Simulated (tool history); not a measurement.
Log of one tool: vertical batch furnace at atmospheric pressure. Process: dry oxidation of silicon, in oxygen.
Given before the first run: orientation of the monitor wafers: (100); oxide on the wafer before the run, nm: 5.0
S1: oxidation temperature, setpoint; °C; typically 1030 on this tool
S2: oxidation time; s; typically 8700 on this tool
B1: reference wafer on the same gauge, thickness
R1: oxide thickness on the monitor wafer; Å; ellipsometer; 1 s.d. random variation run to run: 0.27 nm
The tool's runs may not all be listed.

run   hour    S1    S2      B1      R1
  1      0  1030  6060  130.06   922.4
  2   41.4  1023  7080  130.02   967.2
  3  107.1  1030  8700  130.04    1173
  4  136.1  1030  6180  129.96   938.4
  5  188.7  1030  8700     130  1182.3
  6  223.4  1030  8700     130  1181.1
  7  295.4  1045  8700  129.98  1328.1
  8    366  1030  6330  129.98   957.1
  9  436.2  1030  6330  130.01   961.5
 10  467.4  1030  6330  130.01   959.7
     513.6  -- gauge calibrated
 11  532.8  1030  8700  129.97  1186.3
 12  570.7  1023  8700  129.97  1118.8
 13  618.3  1023  8700  130.05  1122.3
 14  650.9  1030  8700     130  1183.1
 15  855.8  1020  8700  130.05    1098
 16  885.8  1030  4680  130.01   794.4
     935.2  -- boat lift adjusted
 17  935.7  1030  6330  130.03   969.7

Run 18, settings as shown, results not yet in. Your forecast:
     974.1  -- thermocouples replaced and temperature profile calibrated
 18  974.6  1053  9960   ?   ?

{"run 18": {"B1": 130.03, "R1": 1511.8}}
Had the tool carried no hidden state, the very same run would have given R1 1507.8 Å.
